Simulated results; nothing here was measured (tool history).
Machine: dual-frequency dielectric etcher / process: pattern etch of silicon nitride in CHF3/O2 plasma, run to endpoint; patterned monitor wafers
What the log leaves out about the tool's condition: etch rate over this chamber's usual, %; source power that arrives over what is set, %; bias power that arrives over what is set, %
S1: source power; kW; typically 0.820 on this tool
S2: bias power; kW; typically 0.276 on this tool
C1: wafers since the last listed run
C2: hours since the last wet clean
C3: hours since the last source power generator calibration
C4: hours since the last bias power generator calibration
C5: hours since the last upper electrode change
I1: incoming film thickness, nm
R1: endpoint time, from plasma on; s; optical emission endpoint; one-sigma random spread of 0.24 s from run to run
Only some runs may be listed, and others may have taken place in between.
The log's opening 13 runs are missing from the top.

run   hour     S1     S2   C1     C2     C3     C4      C5     I1    R1
 14  288.1  0.820  0.313  237  553.0  172.6  117.1  2470.9  103.3  52.0
     314.9  -- upper electrode replaced
 15  315.4  0.930  0.225   49  580.3  199.9  144.4     0.5  103.2  55.8
 16  329.1  0.650  0.249  206  594.0  213.6  158.1    14.2  103.8  63.4
     375.8  -- wet clean of the chamber
 17  376.3  0.820  0.276  349    0.5  260.8  205.3    61.4  104.4  56.6
 18  396.1  0.750  0.325  298   20.3  280.6  225.1    81.2  103.2  54.8
 19  428.0  0.630  0.334  480   52.2  312.5  257.0   113.1  103.7  58.4
 20  453.7  0.630  0.341  387   77.9  338.2  282.7   138.8  103.2  57.7
 21  477.8  0.640  0.241  362  102.0  362.3  306.8   162.9  105.0  66.8
 22  498.5  0.720  0.276  311  122.7  383.0  327.5   183.6  104.2  59.4
 23  510.7  0.870  0.336  183  134.9  395.2  339.7   195.8  105.2  51.4
 24  524.0  0.890  0.276  200  148.2  408.5  353.0   209.1  105.6  54.9
 25  546.6  0.820  0.276  340  170.8  431.1  375.6   231.7  104.5  56.0
 26  578.1  0.950  0.222  474  202.3  462.6  407.1   263.2  103.6  56.4
 27  604.0  0.920  0.276  390  228.2  488.5  433.0   289.1  103.6  52.8
 28  624.4  0.820  0.276  307  248.6  508.9  453.4   309.5  103.4  55.1
 29  656.0  0.820  0.276  475  280.2  540.5  485.0   341.1  102.9  55.2

Run 30 comes next. What will it give?
 30  682.4  0.880  0.316  397  306.6  566.9  511.4  367.5  104.8   ?

R1: 51.4 s
On a tool with no hidden condition, and with the same random variation, this run would have come out at R1 52.1 s.
